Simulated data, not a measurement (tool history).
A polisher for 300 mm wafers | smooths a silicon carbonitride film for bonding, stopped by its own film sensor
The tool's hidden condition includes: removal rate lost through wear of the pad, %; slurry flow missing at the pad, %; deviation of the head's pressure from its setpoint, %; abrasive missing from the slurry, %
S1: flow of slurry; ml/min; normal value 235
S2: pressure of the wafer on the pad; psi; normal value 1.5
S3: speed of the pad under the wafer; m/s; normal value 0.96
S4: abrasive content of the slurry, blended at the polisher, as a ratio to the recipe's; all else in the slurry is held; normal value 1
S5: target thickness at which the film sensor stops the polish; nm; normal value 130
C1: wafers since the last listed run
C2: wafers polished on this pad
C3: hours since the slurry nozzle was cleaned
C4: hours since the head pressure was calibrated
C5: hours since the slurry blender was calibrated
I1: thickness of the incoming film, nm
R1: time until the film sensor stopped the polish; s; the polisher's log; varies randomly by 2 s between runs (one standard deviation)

| run | day | S1 | S2 | S3 | S4 | S5 | C1 | C2 | C3 | C4 | C5 | I1 | R1 |
|---|---|---|---|---|---|---|---|---|---|---|---|---|---|
| 1 | 0 | 210 | 1.5 | 0.96 | 1 | 130 | 0 | 901 | 317.3 | 362 | 64.8 | 151.2 | 132.1 |
| 2 | 1.288 | 210 | 1.5 | 0.96 | 1 | 130 | 270 | 1171 | 348.2 | 392.9 | 95.7 | 149.6 | 122.4 |
| 3 | 2.408 | 235 | 1.5 | 0.96 | 1 | 125 | 235 | 1406 | 375.1 | 419.8 | 122.6 | 151.3 | 161 |
| 4 | 3.846 | 235 | 1.5 | 0.96 | 1 | 125 | 301 | 1708 | 409.6 | 454.3 | 157.1 | 153 | 175.9 |
|  | 3.962 | slurry nozzle cleaned |
|  | 4.342 | worn pad replaced by a new one |
| 5 | 5.212 | 235 | 1.5 | 0.7 | 1 | 130 | 243 | 182 | 30 | 487.1 | 189.9 | 151.4 | 169.2 |
| 6 | 6.433 | 235 | 1.5 | 0.96 | 1 | 130 | 256 | 438 | 59.3 | 516.4 | 219.2 | 152.1 | 138.9 |
|  | 7.254 | head pressure recalibrated |
| 7 | 7.596 | 235 | 1.5 | 0.96 | 1 | 130 | 226 | 664 | 87.2 | 8.2 | 247.1 | 152.3 | 134.7 |
| 8 | 8.596 | 270 | 1.5 | 0.96 | 1 | 130 | 209 | 874 | 111.2 | 32.2 | 271.1 | 150.8 | 125.2 |
| 9 | 10.012 | 235 | 1.5 | 1.22 | 1 | 130 | 297 | 1172 | 145.2 | 66.2 | 305.1 | 149.4 | 102.5 |
| 10 | 10.929 | 235 | 1.5 | 0.84 | 1 | 135 | 192 | 1364 | 167.2 | 88.2 | 327.1 | 149.2 | 97 |
| 11 | 12.346 | 235 | 1.5 | 0.96 | 0.85 | 130 | 297 | 1661 | 201.2 | 122.2 | 361.1 | 147.7 | 118.2 |
|  | 13.696 | worn pad replaced by a new one |
| 12 | 13.717 | 210 | 1.1 | 1.26 | 1 | 130 | 252 | 4 | 234.1 | 155.1 | 394 | 147.5 | 107.2 |
|  | 14.433 | slurry blender recalibrated |
| 13 | 15.054 | 315 | 1.5 | 0.76 | 0.75 | 130 | 263 | 267 | 266.2 | 187.2 | 14.9 | 150.6 | 184.6 |
| 14 | 16.462 | 235 | 1.5 | 0.96 | 1 | 130 | 295 | 563 | 300 | 221 | 48.7 | 152.4 | 139.8 |
| 15 | 17.892 | 235 | 1.5 | 0.96 | 1 | 130 | 299 | 863 | 334.3 | 255.3 | 83 | 148.6 | 115.2 |
| 16 | 18.571 | 235 | 1.2 | 0.96 | 0.75 | 125 | 142 | 1005 | 350.6 | 271.6 | 99.3 | 150.2 | 219.2 |
| 17 | 19.446 | 235 | 1.7 | 0.96 | 1 | 130 | 183 | 1189 | 371.6 | 292.6 | 120.3 | 149.1 | 106.9 |
| 18 | 20.383 | 235 | 1.5 | 0.96 | 1 | 130 | 196 | 1386 | 394.1 | 315.1 | 142.8 | 152.9 | 142.5 |
|  | 21.292 | worn pad replaced by a new one |
|  | 21.804 | slurry nozzle cleaned |
| 19 | 21.875 | 235 | 1.3 | 1.22 | 0.9 | 130 | 269 | 113 | 1.7 | 350.9 | 178.6 | 149.8 | 119.3 |
| 20 | 22.546 | 235 | 1.5 | 0.82 | 0.9 | 130 | 140 | 254 | 17.8 | 367 | 194.7 | 150.1 | 151.2 |
| 21 | 23.396 | 235 | 1.5 | 0.96 | 1 | 130 | 178 | 432 | 38.2 | 387.4 | 215.1 | 150.7 | 127.1 |
| 22 | 24.567 | 235 | 1.1 | 0.96 | 0.9 | 132 | 245 | 678 | 66.3 | 415.5 | 243.2 | 150.4 | 154.4 |
| 23 | 25.6 | 235 | 1.5 | 0.96 | 1 | 130 | 216 | 895 | 91.1 | 440.3 | 268 | 147.1 | 108.4 |
| 24 | 26.633 | 255 | 1.7 | 0.96 | 0.8 | 133 | 216 | 1112 | 115.9 | 465.1 | 292.8 | 148.9 | 101.8 |
| 25 | 28.062 | 235 | 1.7 | 1.26 | 1.2 | 136 | 299 | 1412 | 150.2 | 499.4 | 327.1 | 149.3 | 53.6 |
|  | 29.467 | worn pad replaced by a new one |
| 26 | 29.488 | 235 | 1.5 | 0.86 | 1.1 | 130 | 264 | 4 | 184.4 | 533.6 | 361.3 | 149.4 | 126.8 |
|  | 29.6 | slurry blender recalibrated |
| 27 | 30.825 | 235 | 1.7 | 0.7 | 1.3 | 136 | 263 | 267 | 216.5 | 565.7 | 29.4 | 148.7 | 80.5 |
| 28 | 31.429 | 235 | 1.8 | 0.96 | 1.15 | 130 | 126 | 393 | 231 | 580.2 | 43.9 | 147.4 | 87.4 |
| 29 | 34.033 | 235 | 1.5 | 0.96 | 1 | 130 | 546 | 940 | 293.5 | 642.7 | 106.4 | 150.2 | 124.1 |

For each entry between runs, how does the tool's hidden state at the last listed run before it compare with that at the first listed run after it?
Logged between run 4 and run 5: slurry nozzle cleaned (day 3.962); worn pad replaced by a new one (day 4.342)
  no hidden state differs between the two runs
Logged between run 6 and run 7: head pressure recalibrated (day 7.254)
  no hidden state differs between the two runs
Logged between run 11 and run 12: worn pad replaced by a new one (day 13.696)
  no hidden state differs between the two runs
Logged between run 12 and run 13: slurry blender recalibrated (day 14.433)
  no hidden state differs between the two runs
Logged between run 18 and run 19: worn pad replaced by a new one (day 21.292); slurry nozzle cleaned (day 21.804)
  no hidden state differs between the two runs
Logged between run 25 and run 26: worn pad replaced by a new one (day 29.467)
  no hidden state differs between the two runs
Logged between run 26 and run 27: slurry blender recalibrated (day 29.6)
  no hidden state differs between the two runs
